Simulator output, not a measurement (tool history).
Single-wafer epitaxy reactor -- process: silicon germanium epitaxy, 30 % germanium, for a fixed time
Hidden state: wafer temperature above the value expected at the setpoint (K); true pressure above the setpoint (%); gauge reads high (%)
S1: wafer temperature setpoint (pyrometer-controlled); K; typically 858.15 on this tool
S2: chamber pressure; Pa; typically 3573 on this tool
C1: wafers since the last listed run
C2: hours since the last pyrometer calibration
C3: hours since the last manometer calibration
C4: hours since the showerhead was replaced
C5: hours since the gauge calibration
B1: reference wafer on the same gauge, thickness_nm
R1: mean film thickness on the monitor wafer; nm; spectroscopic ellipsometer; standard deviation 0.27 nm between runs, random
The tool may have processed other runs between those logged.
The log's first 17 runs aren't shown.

run 18 day=40.425 | S1=858.15 S2=3573 | C1=867 C2=80.2 C3=1787.3 C4=4490.0 C5=1124.1 | B1=54.220 | R1=48.963
-- day=41.317 capacitance manometer re-zeroed and calibrated
run 19 day=42.171 | S1=870.15 S2=3573 | C1=896 C2=122.1 C3=20.5 C4=4531.9 C5=1166.0 | B1=54.295 | R1=60.499
run 20 day=43.950 | S1=868.15 S2=2986 | C1=1129 C2=164.8 C3=63.2 C4=4574.6 C5=1208.7 | B1=54.249 | R1=53.448
-- day=49.375 gauge calibrated
run 21 day=52.567 | S1=858.15 S2=3573 | C1=5470 C2=371.6 C3=270.0 C4=4781.4 C5=76.6 | B1=54.205 | R1=49.779
-- day=53.821 showerhead replaced
run 22 day=55.550 | S1=858.15 S2=4120 | C1=1682 C2=443.2 C3=341.6 C4=41.5 C5=148.2 | B1=54.268 | R1=52.548
run 23 day=57.858 | S1=858.15 S2=3573 | C1=1465 C2=498.6 C3=397.0 C4=96.9 C5=203.6 | B1=54.312 | R1=49.597
run 24 day=59.692 | S1=858.15 S2=2720 | C1=1163 C2=542.6 C3=441.0 C4=140.9 C5=247.6 | B1=54.309 | R1=43.347
run 25 day=65.517 | S1=858.15 S2=3573 | C1=3698 C2=682.4 C3=580.8 C4=280.7 C5=387.4 | B1=54.338 | R1=49.761
run 26 day=67.533 | S1=868.15 S2=4213 | C1=1280 C2=730.8 C3=629.2 C4=329.1 C5=435.8 | B1=54.289 | R1=63.616

Run 27 comes next. What will it give?
run 27 day=70.950 | S1=858.15 S2=2880 | C1=2169 C2=812.8 C3=711.2 C4=411.1 C5=517.8 | B1=? | R1=?

Run 27 came out at B1 54.180, R1 44.754 nm.
The same run, on a tool lacking any hidden state, would have yielded R1 44.343 nm.
